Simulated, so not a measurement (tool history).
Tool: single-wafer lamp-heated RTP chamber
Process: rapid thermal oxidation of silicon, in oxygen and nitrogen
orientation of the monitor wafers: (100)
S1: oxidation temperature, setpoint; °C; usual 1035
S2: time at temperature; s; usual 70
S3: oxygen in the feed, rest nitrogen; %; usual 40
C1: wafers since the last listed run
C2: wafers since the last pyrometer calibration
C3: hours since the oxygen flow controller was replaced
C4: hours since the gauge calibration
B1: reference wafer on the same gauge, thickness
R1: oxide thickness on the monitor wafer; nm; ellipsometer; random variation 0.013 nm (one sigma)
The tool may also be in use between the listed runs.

Run 1, hour 0: usual settings but S2 54 s; C1 0; C2 57; C3 4675.7; C4 543.2; B1 5.517. Result: R1 4.92 nm.
Run 2, hour 52.2: usual settings; C1 664; C2 721; C3 4727.9; C4 595.4; B1 5.506. Result: R1 5.487 nm.
Run 3, hour 117.1: usual settings; C1 826; C2 1548; C3 4792.8; C4 660.3; B1 5.5. Result: R1 5.502 nm.
Run 4, hour 159.8: usual settings; C1 543; C2 2091; C3 4835.5; C4 703; B1 5.481. Result: R1 5.491 nm.
Run 5, hour 212.6: usual settings; C1 672; C2 2764; C3 4888.3; C4 755.8; B1 5.476. Result: R1 5.487 nm.
Run 6, hour 251.8: usual settings; C1 499; C2 3263; C3 4927.5; C4 795; B1 5.467. Result: R1 5.453 nm.
At hour 263.9: gauge calibrated.
Run 7, hour 303.3: usual settings; C1 655; C2 3919; C3 4979; C4 39.4; B1 5.545. Result: R1 5.579 nm.
At hour 340.3: pyrometer window cleaned and pyrometer calibrated.
Run 8, hour 340.8: usual settings; C1 375; C2 6; C3 5016.5; C4 76.9; B1 5.546. Result: R1 5.548 nm.
Run 9, hour 363.3: usual settings; C1 286; C2 293; C3 5039; C4 99.4; B1 5.54. Result: R1 5.543 nm.
Run 10, hour 422.3: usual settings but S1 1021 °C, S2 44 s; C1 751; C2 1044; C3 5098; C4 158.4; B1 5.544. Result: R1 4.142 nm.
Run 11, hour 492.4: usual settings but S1 1021 °C, S2 44 s; C1 892; C2 1937; C3 5168.1; C4 228.5; B1 5.546. Result: R1 4.155 nm.
Run 12, hour 562: usual settings but S1 1043 °C; C1 886; C2 2823; C3 5237.7; C4 298.1; B1 5.539. Result: R1 5.847 nm.
At hour 603.3: pyrometer window cleaned and pyrometer calibrated.
Run 13, hour 766: usual settings; C1 2495; C2 2071; C3 5441.7; C4 502.1; B1 5.518. Result: R1 5.497 nm.
Run 14, hour 823.6: usual settings; C1 733; C2 2805; C3 5499.3; C4 559.7; B1 5.501. Result: R1 5.5 nm.
At hour 882: pyrometer window cleaned and pyrometer calibrated.
Run 15, hour 893.6: usual settings but S1 1009 °C, S3 18 %; C1 789; C2 147; C3 5569.3; C4 629.7; B1 5.493. Result: R1 3.594 nm.
Run 16, hour 929.8: usual settings but S1 1027 °C, S2 39 s; C1 460; C2 608; C3 5605.5; C4 665.9; B1 5.493. Result: R1 4.053 nm.
Run 17, hour 969.4: usual settings; C1 504; C2 1112; C3 5645.1; C4 705.5; B1 5.479. Result: R1 5.479 nm.
Run 18, hour 1036: usual settings; C1 848; C2 1960; C3 5711.7; C4 772.1; B1 5.472. Result: R1 5.448 nm.
Run 19, hour 1061.1: usual settings but S1 1026 °C, S3 20 %; C1 319; C2 2280; C3 5736.8; C4 797.2; B1 5.463. Result: R1 4.081 nm.
Run 20, hour 1109.4: usual settings but S3 65 %; C1 615; C2 2895; C3 5785.1; C4 845.5; B1 5.454. Result: R1 6.481 nm.
At hour 1148: oxygen flow controller replaced.
Run 21, hour 1166.4: usual settings; C1 623; C2 3519; C3 18.4; C4 902.5; B1 5.438. Result: R1 5.431 nm.
At hour 1191.9: pyrometer window cleaned and pyrometer calibrated.
At hour 1202.2: gauge calibrated.
Run 22, hour 1220.1: usual settings; C1 581; C2 359; C3 72.1; C4 17.9; B1 5.563. Result: R1 5.578 nm.
Run 23, hour 1278.8: usual settings but S1 1061 °C, S2 39 s; C1 747; C2 1106; C3 130.8; C4 76.6; B1 5.558. Result: R1 5.145 nm.
Run 24, hour 1314.4: usual settings but S1 1050 °C, S2 81 s, S3 64 %; C1 453; C2 1560; C3 166.4; C4 112.2; B1 5.561. Result: R1 7.749 nm.
Run 25, hour 1340.4: usual settings but S3 52 %; C1 331; C2 1891; C3 192.4; C4 138.2; B1 5.563. Result: R1 6.101 nm.
Run 26, hour 1389.8: usual settings; C1 629; C2 2520; C3 241.8; C4 187.6; B1 5.559. Result: R1 5.572 nm.
Run 27, hour 1457.1: usual settings; C1 856; C2 3377; C3 309.1; C4 254.9; B1 5.554. Result: R1 5.548 nm.
At hour 1520.5: pyrometer window cleaned and pyrometer calibrated.
Run 28, hour 1521: usual settings but S1 1046 °C, S2 94 s, S3 17 %; C1 711; C2 6; C3 373; C4 318.8; B1 5.548. Result: R1 5.079 nm.

Measured less the same run without the tool's hidden state. The same run-to-run variation is in both; the gauge's scatter may not be:
The hidden state here: true wafer temperature minus pyrometer reading, K; deviation of the oxygen flow from its setpoint, %; gauge reads high (%).
run      R1
  1  -0.041
  2  -0.053
  3  -0.065
  4  -0.073
  5  -0.083
  6  -0.091
  7  -0.011
  8  -0.011
  9  -0.012
 10   -0.01
 11  -0.013
 12  -0.023
 13  -0.044
 14  -0.052
 15  -0.042
 16  -0.052
 17  -0.077
 18  -0.091
 19  -0.072
 20  -0.127
 21   -0.12
 22  +0.002
 23  +0.002
 24  +0.001
 25      +0
 26  -0.003
 27  -0.006
 28  -0.011
